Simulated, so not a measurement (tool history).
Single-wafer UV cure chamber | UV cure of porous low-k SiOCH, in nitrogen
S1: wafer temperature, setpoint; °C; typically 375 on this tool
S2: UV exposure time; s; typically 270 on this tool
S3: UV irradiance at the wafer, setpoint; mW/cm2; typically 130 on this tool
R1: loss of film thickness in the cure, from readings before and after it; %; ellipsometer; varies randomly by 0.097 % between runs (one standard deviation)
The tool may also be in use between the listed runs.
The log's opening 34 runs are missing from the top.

run     day   S1   S2   S3      R1
 35  22.458  368  215  149  11.021
 36  22.871  375  210  130   10.51
 37  23.512  383  345  106  11.859
 38  23.871  357  175  130   9.412
 39  24.183  375  270  130  11.644
 40  24.533  375  270  130  11.642
 41  25.133  355  270  130  11.344
 42  25.521  394  335  130  12.813
 43  26.092  387  270  130  11.826
 44  26.708  375  150  105    8.12
 45  27.321  357  270  153  11.852
 46  27.671  363  175  104   8.554
 47  27.962  391  270  120    11.6
 48  28.492  375  410  130  13.436
 49  28.983  360  375   96  11.281

Consider 4 possible next runs. They are alternatives, not a sequence: every one starts from the tool as it was left by run 49. What does each give?
  A  29.004  375  270  130   ?
  B  29.004  390  120  130   ?
  C  29.004  375  270  106   ?
  D  29.004  365  415  109   ?

run      R1
  A  11.452
  B   8.308
  C  10.568
  D  12.388
The same runs, with their run-to-run variation unchanged, on a tool lacking any hidden condition would have given:
run      R1
  A  11.838
  B   8.661
  C  10.946
  D  12.782
